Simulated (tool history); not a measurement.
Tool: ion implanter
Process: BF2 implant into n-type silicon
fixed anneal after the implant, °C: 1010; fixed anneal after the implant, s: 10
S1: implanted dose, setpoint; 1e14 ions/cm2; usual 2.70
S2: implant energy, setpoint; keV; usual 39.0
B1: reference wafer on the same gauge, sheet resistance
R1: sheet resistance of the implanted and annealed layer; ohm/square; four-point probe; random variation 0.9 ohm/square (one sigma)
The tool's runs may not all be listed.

| run | day | S1 | S2 | B1 | R1 |
|---|---|---|---|---|---|
| 1 | 0.000 | 3.22 | 39.0 | 402.98 | 366.29 |
| 2 | 4.108 | 2.70 | 39.0 | 402.94 | 426.45 |
| 3 | 8.329 | 2.70 | 39.0 | 403.07 | 424.83 |
| 4 | 11.554 | 2.70 | 39.0 | 403.35 | 424.62 |
| 5 | 13.771 | 2.70 | 39.0 | 402.90 | 424.84 |
| 6 | 16.404 | 2.70 | 39.0 | 402.99 | 426.17 |
| 7 | 18.204 | 2.70 | 49.5 | 403.32 | 416.94 |
| 8 | 20.675 | 2.70 | 49.5 | 402.91 | 415.31 |
| 9 | 25.158 | 2.70 | 49.5 | 403.13 | 415.03 |
| 10 | 27.542 | 2.97 | 39.0 | 403.25 | 391.05 |
| 11 | 29.062 | 2.43 | 39.0 | 402.81 | 465.26 |
| 12 | 32.908 | 2.70 | 39.0 | 402.95 | 425.87 |
| 13 | 35.029 | 3.12 | 34.0 | 402.92 | 380.48 |
| 14 | 37.829 | 2.16 | 51.0 | 403.10 | 496.48 |
| 15 | 40.529 | 3.31 | 46.0 | 403.07 | 351.84 |
| 16 | 44.050 | 2.70 | 43.5 | 402.70 | 422.19 |
| 17 | 47.079 | 2.70 | 39.0 | 402.73 | 424.72 |
| 18 | 51.333 | 2.11 | 50.0 | 402.89 | 506.49 |
| 19 | 53.638 | 2.08 | 35.0 | 403.13 | 533.22 |
| 20 | 57.433 | 2.98 | 31.5 | 403.18 | 396.61 |
| 21 | 59.062 | 3.21 | 39.0 | 403.07 | 366.00 |
| 22 | 60.817 | 3.49 | 47.5 | 403.04 | 334.47 |
|  | 66.000 | extraction supply calibrated |
| 23 | 70.725 | 2.70 | 39.0 | 402.69 | 426.17 |
|  | 72.379 | gauge calibrated |
| 24 | 72.992 | 2.70 | 52.0 | 402.96 | 411.87 |
| 25 | 76.888 | 2.98 | 31.5 | 403.15 | 398.67 |
| 26 | 80.042 | 2.49 | 35.0 | 403.28 | 461.09 |
| 27 | 83.125 | 2.05 | 31.5 | 403.20 | 545.02 |
|  | 84.638 | Faraday cup replaced and dose calibrated |
| 28 | 87.412 | 3.09 | 39.0 | 403.10 | 378.97 |
| 29 | 91.762 | 2.70 | 39.0 | 402.99 | 425.46 |
| 30 | 94.767 | 2.34 | 26.5 | 402.98 | 494.14 |
| 31 | 96.950 | 2.33 | 43.0 | 403.09 | 476.00 |
| 32 | 100.808 | 3.47 | 30.0 | 403.33 | 351.11 |
| 33 | 103.071 | 1.95 | 49.0 | 402.95 | 541.83 |
| 34 | 105.296 | 3.21 | 39.0 | 402.82 | 366.01 |
| 35 | 109.471 | 2.47 | 43.5 | 402.84 | 453.88 |
| 36 | 111.467 | 2.70 | 39.0 | 402.83 | 425.55 |
| 37 | 120.412 | 3.30 | 44.5 | 402.80 | 353.52 |

4 ways to go on from here, each from the tool as it stands after run 37. What would each give?
| A | 120.429 | 2.19 | 39.0 | ? | ? |
| B | 120.429 | 1.97 | 39.0 | ? | ? |
| C | 120.429 | 3.30 | 26.0 | ? | ? |
| D | 120.429 | 2.43 | 29.0 | ? | ? |

| run | B1 | R1 |
|---|---|---|
| A | 402.97 | 504.63 |
| B | 402.97 | 549.23 |
| C | 402.97 | 370.27 |
| D | 402.97 | 475.34 |
Without the tool's hidden state the same runs would have given:
| run | R1 |
|---|---|
| A | 504.63 |
| B | 549.23 |
| C | 370.27 |
| D | 475.34 |
